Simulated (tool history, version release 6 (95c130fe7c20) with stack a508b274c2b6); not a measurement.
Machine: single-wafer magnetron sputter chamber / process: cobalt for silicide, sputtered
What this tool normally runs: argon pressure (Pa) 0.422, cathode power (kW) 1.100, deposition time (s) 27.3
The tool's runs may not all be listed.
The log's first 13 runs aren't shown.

| run | hour | argon pressure (Pa) | cathode power (kW) | deposition time (s) | wafers since the last listed run | wafers on the sputter target | hours since the last manometer calibration | hours since the magnet pack was replaced | hours since the gauge calibration | read-back reference wafer on the same gauge, thickness_nm | mean film thickness on the monitor wafer (nm) |
|---|---|---|---|---|---|---|---|---|---|---|---|
|  | 173.3 | magnet pack replaced, of another model than before |
| 14 | 173.8 | 0.309 | 1.100 | 27.3 | 35 | 4794 | 2368.4 | 0.5 | 83.3 | 15.787 | 13.339 |
| 15 | 177.9 | 0.422 | 1.100 | 27.3 | 73 | 4868 | 2372.5 | 4.6 | 87.4 | 15.787 | 13.044 |
| 16 | 188.8 | 0.535 | 1.100 | 27.3 | 195 | 5063 | 2383.4 | 15.5 | 98.3 | 15.798 | 12.705 |
|  | 200.3 | capacitance manometer re-zeroed and calibrated |
| 17 | 205.3 | 0.422 | 1.100 | 31.9 | 152 | 5216 | 5.0 | 32.0 | 114.8 | 15.789 | 15.397 |
| 18 | 217.2 | 0.371 | 1.350 | 29.2 | 213 | 5429 | 16.9 | 43.9 | 126.7 | 15.815 | 17.083 |
| 19 | 230.2 | 0.422 | 0.950 | 31.0 | 233 | 5662 | 29.9 | 56.9 | 139.7 | 15.803 | 12.871 |
| 20 | 243.3 | 0.422 | 1.100 | 23.4 | 234 | 5897 | 43.0 | 70.0 | 152.8 | 15.789 | 11.105 |
| 21 | 255.4 | 0.422 | 1.100 | 32.3 | 216 | 6114 | 55.1 | 82.1 | 164.9 | 15.788 | 15.415 |
| 22 | 263.5 | 0.354 | 1.250 | 22.2 | 145 | 6260 | 63.2 | 90.2 | 173.0 | 15.806 | 12.101 |
|  | 273.0 | sputter target and shields replaced |
| 23 | 278.4 | 0.422 | 0.950 | 31.0 | 123 | 96 | 78.1 | 105.1 | 187.9 | 15.802 | 13.205 |
| 24 | 288.5 | 0.335 | 1.350 | 27.3 | 181 | 277 | 88.2 | 115.2 | 198.0 | 15.800 | 16.545 |
| 25 | 301.1 | 0.364 | 0.950 | 27.3 | 225 | 503 | 100.8 | 127.8 | 210.6 | 15.794 | 11.787 |
| 26 | 309.1 | 0.422 | 1.100 | 32.7 | 143 | 646 | 108.8 | 135.8 | 218.6 | 15.788 | 15.963 |
|  | 309.7 | gauge calibrated |
| 27 | 318.9 | 0.422 | 1.300 | 27.3 | 175 | 822 | 118.6 | 145.6 | 9.2 | 15.794 | 15.729 |
| 28 | 331.7 | 0.304 | 0.950 | 30.8 | 229 | 1052 | 131.4 | 158.4 | 22.0 | 15.798 | 13.298 |
| 29 | 349.0 | 0.422 | 1.200 | 27.3 | 310 | 1362 | 148.7 | 175.7 | 39.3 | 15.815 | 14.405 |
| 30 | 361.1 | 0.538 | 0.850 | 22.4 | 216 | 1579 | 160.8 | 187.8 | 51.4 | 15.778 | 8.331 |
| 31 | 371.2 | 0.468 | 0.950 | 31.5 | 181 | 1760 | 170.9 | 197.9 | 61.5 | 15.791 | 13.214 |
| 32 | 377.3 | 0.338 | 1.000 | 27.3 | 109 | 1869 | 177.0 | 204.0 | 67.6 | 15.812 | 12.236 |
| 33 | 383.7 | 0.277 | 1.100 | 32.5 | 114 | 1984 | 183.4 | 210.4 | 74.0 | 15.799 | 16.267 |
| 34 | 396.0 | 0.422 | 1.100 | 27.3 | 220 | 2205 | 195.7 | 222.7 | 86.3 | 15.799 | 13.308 |
| 35 | 405.6 | 0.530 | 1.100 | 31.7 | 172 | 2377 | 205.3 | 232.3 | 95.9 | 15.798 | 15.071 |

Forecast each of these 4 alternatives for the next run:
| A | 406.0 | 0.422 | 1.350 | 27.3 | 7 | 2384 | 205.7 | 232.7 | 96.3 | ? | ? |
| B | 406.0 | 0.333 | 1.000 | 29.2 | 7 | 2384 | 205.7 | 232.7 | 96.3 | ? | ? |
| C | 406.0 | 0.582 | 1.200 | 25.5 | 7 | 2384 | 205.7 | 232.7 | 96.3 | ? | ? |
| D | 406.0 | 0.298 | 1.100 | 23.1 | 7 | 2384 | 205.7 | 232.7 | 96.3 | ? | ? |

| run | read-back reference wafer on the same gauge, thickness_nm | mean film thickness on the monitor wafer (nm) |
|---|---|---|
| A | 15.797 | 16.184 |
| B | 15.797 | 13.127 |
| C | 15.797 | 13.145 |
| D | 15.797 | 11.450 |
Stripped of hidden state, with their random variation kept, the same runs would have yielded:
| run | mean film thickness on the monitor wafer (nm) |
|---|---|
| A | 16.523 |
| B | 13.402 |
| C | 13.421 |
| D | 11.690 |

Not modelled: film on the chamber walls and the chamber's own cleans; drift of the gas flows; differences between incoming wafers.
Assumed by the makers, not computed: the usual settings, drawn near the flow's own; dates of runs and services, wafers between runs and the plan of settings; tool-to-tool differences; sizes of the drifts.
